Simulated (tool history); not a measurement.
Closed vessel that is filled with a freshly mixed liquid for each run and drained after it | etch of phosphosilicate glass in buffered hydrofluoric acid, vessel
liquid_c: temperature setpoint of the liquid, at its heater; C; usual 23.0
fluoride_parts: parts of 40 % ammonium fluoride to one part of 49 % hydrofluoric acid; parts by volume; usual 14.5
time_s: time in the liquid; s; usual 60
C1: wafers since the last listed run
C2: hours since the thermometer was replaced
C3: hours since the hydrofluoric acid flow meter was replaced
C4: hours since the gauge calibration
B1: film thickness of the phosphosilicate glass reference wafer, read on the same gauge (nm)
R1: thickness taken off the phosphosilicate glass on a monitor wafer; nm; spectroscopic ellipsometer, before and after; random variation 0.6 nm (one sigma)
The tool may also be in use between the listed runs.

{"run": 1, "day": 0.0, "liquid_c": 23.0, "fluoride_parts": 14.5, "time_s": 60, "C1": 0, "C2": 2755.5, "C3": 2503.4, "C4": 264.0, "B1": 60.0, "R1": 111.13}
{"run": 2, "day": 0.712, "liquid_c": 20.0, "fluoride_parts": 14.5, "time_s": 60, "C1": 1736, "C2": 2772.6, "C3": 2520.5, "C4": 281.1, "B1": 59.98, "R1": 93.16}
{"run": 3, "day": 1.046, "liquid_c": 20.0, "fluoride_parts": 14.5, "time_s": 60, "C1": 812, "C2": 2780.6, "C3": 2528.5, "C4": 289.1, "B1": 60.03, "R1": 94.18}
{"run": 4, "day": 1.546, "liquid_c": 23.0, "fluoride_parts": 16.5, "time_s": 60, "C1": 1218, "C2": 2792.6, "C3": 2540.5, "C4": 301.1, "B1": 60.04, "R1": 97.14}
{"run": 5, "day": 1.942, "liquid_c": 23.0, "fluoride_parts": 16.5, "time_s": 60, "C1": 964, "C2": 2802.1, "C3": 2550.0, "C4": 310.6, "B1": 60.03, "R1": 97.51}
{"run": 6, "day": 2.204, "liquid_c": 23.0, "fluoride_parts": 14.5, "time_s": 60, "C1": 639, "C2": 2808.4, "C3": 2556.3, "C4": 316.9, "B1": 60.01, "R1": 110.7}
{"run": 7, "day": 2.938, "liquid_c": 23.0, "fluoride_parts": 14.5, "time_s": 60, "C1": 1787, "C2": 2826.0, "C3": 2573.9, "C4": 334.5, "B1": 59.98, "R1": 110.36}
{"run": 8, "day": 3.271, "liquid_c": 23.0, "fluoride_parts": 17.0, "time_s": 80, "C1": 812, "C2": 2834.0, "C3": 2581.9, "C4": 342.5, "B1": 60.0, "R1": 124.95}
{"day": 3.904, "done": "thermometer replaced"}
{"run": 9, "day": 4.012, "liquid_c": 23.0, "fluoride_parts": 17.0, "time_s": 80, "C1": 1706, "C2": 2.6, "C3": 2599.7, "C4": 360.3, "B1": 60.01, "R1": 144.21}
{"run": 10, "day": 4.429, "liquid_c": 23.0, "fluoride_parts": 17.0, "time_s": 80, "C1": 1015, "C2": 12.6, "C3": 2609.7, "C4": 370.3, "B1": 59.98, "R1": 142.99}
{"run": 11, "day": 4.958, "liquid_c": 23.0, "fluoride_parts": 14.5, "time_s": 60, "C1": 1289, "C2": 25.3, "C3": 2622.4, "C4": 383.0, "B1": 60.02, "R1": 125.9}
{"day": 5.196, "done": "gauge calibrated"}
{"run": 12, "day": 5.654, "liquid_c": 23.0, "fluoride_parts": 14.5, "time_s": 60, "C1": 1696, "C2": 42.0, "C3": 2639.1, "C4": 11.0, "B1": 60.0, "R1": 126.56}
{"run": 13, "day": 6.054, "liquid_c": 23.0, "fluoride_parts": 14.5, "time_s": 60, "C1": 974, "C2": 51.6, "C3": 2648.7, "C4": 20.6, "B1": 60.01, "R1": 125.24}
{"run": 14, "day": 6.671, "liquid_c": 23.0, "fluoride_parts": 14.5, "time_s": 60, "C1": 1503, "C2": 66.4, "C3": 2663.5, "C4": 35.4, "B1": 59.99, "R1": 124.68}
{"run": 15, "day": 6.95, "liquid_c": 23.0, "fluoride_parts": 14.5, "time_s": 60, "C1": 680, "C2": 73.1, "C3": 2670.2, "C4": 42.1, "B1": 60.0, "R1": 124.68}
{"run": 16, "day": 7.596, "liquid_c": 19.0, "fluoride_parts": 19.0, "time_s": 30, "C1": 1574, "C2": 88.6, "C3": 2685.7, "C4": 57.6, "B1": 59.99, "R1": 39.47}
{"run": 17, "day": 7.925, "liquid_c": 23.0, "fluoride_parts": 14.5, "time_s": 60, "C1": 802, "C2": 96.5, "C3": 2693.6, "C4": 65.5, "B1": 60.01, "R1": 125.76}
{"run": 18, "day": 8.288, "liquid_c": 21.5, "fluoride_parts": 14.5, "time_s": 40, "C1": 883, "C2": 105.2, "C3": 2702.3, "C4": 74.2, "B1": 60.01, "R1": 77.0}
{"day": 8.6, "done": "hydrofluoric acid flow meter replaced"}
{"run": 19, "day": 8.792, "liquid_c": 23.0, "fluoride_parts": 14.5, "time_s": 60, "C1": 1127, "C2": 117.3, "C3": 4.6, "C4": 86.3, "B1": 59.98, "R1": 145.04}
{"run": 20, "day": 9.462, "liquid_c": 23.0, "fluoride_parts": 19.5, "time_s": 40, "C1": 1635, "C2": 133.4, "C3": 20.7, "C4": 102.4, "B1": 60.01, "R1": 72.13}
{"run": 21, "day": 10.138, "liquid_c": 19.5, "fluoride_parts": 14.5, "time_s": 80, "C1": 1645, "C2": 149.6, "C3": 36.9, "C4": 118.6, "B1": 60.0, "R1": 157.67}
{"run": 22, "day": 10.842, "liquid_c": 20.0, "fluoride_parts": 14.5, "time_s": 80, "C1": 1716, "C2": 166.5, "C3": 53.8, "C4": 135.5, "B1": 59.98, "R1": 161.77}
{"run": 23, "day": 11.196, "liquid_c": 23.0, "fluoride_parts": 19.5, "time_s": 40, "C1": 863, "C2": 175.0, "C3": 62.3, "C4": 144.0, "B1": 60.03, "R1": 71.68}
{"run": 24, "day": 11.546, "liquid_c": 21.5, "fluoride_parts": 14.5, "time_s": 60, "C1": 853, "C2": 183.4, "C3": 70.7, "C4": 152.4, "B1": 59.96, "R1": 131.33}
{"run": 25, "day": 11.875, "liquid_c": 28.0, "fluoride_parts": 14.5, "time_s": 70, "C1": 802, "C2": 191.3, "C3": 78.6, "C4": 160.3, "B1": 60.0, "R1": 219.54}
{"run": 26, "day": 12.504, "liquid_c": 23.0, "fluoride_parts": 14.5, "time_s": 60, "C1": 1533, "C2": 206.4, "C3": 93.7, "C4": 175.4, "B1": 60.02, "R1": 143.43}
{"run": 27, "day": 12.896, "liquid_c": 21.0, "fluoride_parts": 20.0, "time_s": 95, "C1": 954, "C2": 215.8, "C3": 103.1, "C4": 184.8, "B1": 59.97, "R1": 148.86}
{"run": 28, "day": 13.383, "liquid_c": 25.5, "fluoride_parts": 19.5, "time_s": 60, "C1": 1188, "C2": 227.5, "C3": 114.8, "C4": 196.5, "B1": 60.0, "R1": 122.58}
{"run": 29, "day": 14.121, "liquid_c": 23.0, "fluoride_parts": 14.5, "time_s": 70, "C1": 1797, "C2": 245.2, "C3": 132.5, "C4": 214.2, "B1": 59.94, "R1": 165.98}
{"run": 30, "day": 14.375, "liquid_c": 26.0, "fluoride_parts": 10.0, "time_s": 45, "C1": 619, "C2": 251.3, "C3": 138.6, "C4": 220.3, "B1": 60.06, "R1": 182.46}
{"run": 31, "day": 14.8, "liquid_c": 23.0, "fluoride_parts": 14.5, "time_s": 60, "C1": 1035, "C2": 261.5, "C3": 148.8, "C4": 230.5, "B1": 59.99, "R1": 142.44}

5 ways to go on from here, each from the tool as it stands after run 31. What would each give?
{"run": "A", "day": 14.829, "liquid_c": 23.0, "fluoride_parts": 14.5, "time_s": 40, "C1": 71, "C2": 262.2, "C3": 149.5, "C4": 231.2, "B1": "?", "R1": "?"}
{"run": "B", "day": 14.829, "liquid_c": 26.5, "fluoride_parts": 11.0, "time_s": 45, "C1": 71, "C2": 262.2, "C3": 149.5, "C4": 231.2, "B1": "?", "R1": "?"}
{"run": "C", "day": 14.829, "liquid_c": 23.0, "fluoride_parts": 17.0, "time_s": 60, "C1": 71, "C2": 262.2, "C3": 149.5, "C4": 231.2, "B1": "?", "R1": "?"}
{"run": "D", "day": 14.829, "liquid_c": 21.0, "fluoride_parts": 14.5, "time_s": 45, "C1": 71, "C2": 262.2, "C3": 149.5, "C4": 231.2, "B1": "?", "R1": "?"}
{"run": "E", "day": 14.829, "liquid_c": 21.5, "fluoride_parts": 11.5, "time_s": 60, "C1": 71, "C2": 262.2, "C3": 149.5, "C4": 231.2, "B1": "?", "R1": "?"}

run=A B1=59.99 R1=95.23
run=B B1=59.99 R1=169.95
run=C B1=59.99 R1=122.14
run=D B1=59.99 R1=95.86
run=E B1=59.99 R1=164.97
Without the tool's hidden state the same runs would have given:
run=A R1=100.35
run=B R1=178.90
run=C R1=128.72
run=D R1=101.07
run=E R1=173.89
